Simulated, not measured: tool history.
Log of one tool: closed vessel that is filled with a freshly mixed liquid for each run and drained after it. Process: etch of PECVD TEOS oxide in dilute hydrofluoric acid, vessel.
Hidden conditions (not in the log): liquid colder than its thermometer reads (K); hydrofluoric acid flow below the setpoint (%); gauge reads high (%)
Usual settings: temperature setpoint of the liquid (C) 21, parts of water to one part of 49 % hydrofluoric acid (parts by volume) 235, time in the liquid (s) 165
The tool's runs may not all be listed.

| run | hour | temperature setpoint of the liquid (C) | parts of water to one part of 49 % hydrofluoric acid (parts by volume) | time in the liquid (s) | wafers since the last listed run | hours since the thermometer was replaced | hours since the hydrofluoric acid flow meter was replaced | hours since the gauge calibration | read-back film thickness of the PECVD TEOS oxide reference wafer, read on the same gauge (nm) | thickness taken off the PECVD TEOS oxide on a monitor wafer (angstrom) |
|---|---|---|---|---|---|---|---|---|---|---|
| 1 | 0 | 21 | 185 | 135 | 0 | 302.7 | 388.2 | 748 | 60.02 | 80.4 |
| 2 | 106.2 | 19.5 | 235 | 165 | 10257 | 408.9 | 494.4 | 854.2 | 59.99 | 69.1 |
| 3 | 149 | 19.5 | 235 | 165 | 4134 | 451.7 | 537.2 | 897 | 59.99 | 69.6 |
| 4 | 241.9 | 19.5 | 235 | 165 | 8973 | 544.6 | 630.1 | 989.9 | 60.01 | 69.7 |
| 5 | 300.1 | 21 | 235 | 200 | 5621 | 602.8 | 688.3 | 1048.1 | 60 | 88.6 |
| 6 | 407.3 | 21 | 235 | 200 | 10354 | 710 | 795.5 | 1155.3 | 59.98 | 88.2 |
|  | 436 | gauge calibrated |
| 7 | 450.1 | 21 | 235 | 200 | 4134 | 752.8 | 838.3 | 14.1 | 60.01 | 88.3 |
|  | 453.9 | hydrofluoric acid flow meter replaced |
| 8 | 550.1 | 21 | 235 | 165 | 9562 | 852.8 | 96.2 | 114.1 | 59.98 | 75.1 |
| 9 | 604.9 | 21 | 235 | 165 | 5293 | 907.6 | 151 | 168.9 | 60.01 | 74.5 |
| 10 | 656.3 | 19 | 120 | 240 | 4964 | 959 | 202.4 | 220.3 | 60 | 221.7 |
| 11 | 762.5 | 21 | 150 | 115 | 10257 | 1065.2 | 308.6 | 326.5 | 60 | 88.8 |
| 12 | 834.5 | 17.5 | 175 | 255 | 6954 | 1137.2 | 380.6 | 398.5 | 59.98 | 142.1 |
| 13 | 930.1 | 17 | 295 | 220 | 9233 | 1232.8 | 476.2 | 494.1 | 60 | 63.9 |
|  | 1027.9 | thermometer replaced |
| 14 | 1029.9 | 21 | 235 | 165 | 9542 | 2 | 576 | 593.9 | 59.97 | 73.3 |
| 15 | 1104 | 22.5 | 235 | 165 | 7157 | 76.1 | 650.1 | 668 | 60.01 | 77.3 |
| 16 | 1196.8 | 19 | 345 | 215 | 8963 | 168.9 | 742.9 | 760.8 | 59.99 | 54.4 |
| 17 | 1242.6 | 21 | 150 | 115 | 4423 | 214.7 | 788.7 | 806.6 | 60 | 87.2 |
| 18 | 1306.4 | 23.5 | 235 | 190 | 6162 | 278.5 | 852.5 | 870.4 | 60.01 | 91.9 |
| 19 | 1356.3 | 17 | 235 | 165 | 4819 | 328.4 | 902.4 | 920.3 | 60.02 | 62.6 |

What if the next run were any one of these 3? Each begins from the tool's condition after run 19:
| A | 1357 | 21 | 235 | 165 | 67 | 329.1 | 903.1 | 921 | ? | ? |
| B | 1357 | 17 | 325 | 120 | 67 | 329.1 | 903.1 | 921 | ? | ? |
| C | 1357 | 17 | 160 | 240 | 67 | 329.1 | 903.1 | 921 | ? | ? |

| run | read-back film thickness of the PECVD TEOS oxide reference wafer, read on the same gauge (nm) | thickness taken off the PECVD TEOS oxide on a monitor wafer (angstrom) |
|---|---|---|
| A | 60 | 73.2 |
| B | 60 | 30.5 |
| C | 60 | 144 |
Take away the tool's hidden state, keep each run's random variation, and the runs would have read:
| run | thickness taken off the PECVD TEOS oxide on a monitor wafer (angstrom) |
|---|---|
| A | 75.8 |
| B | 31.7 |
| C | 148.8 |
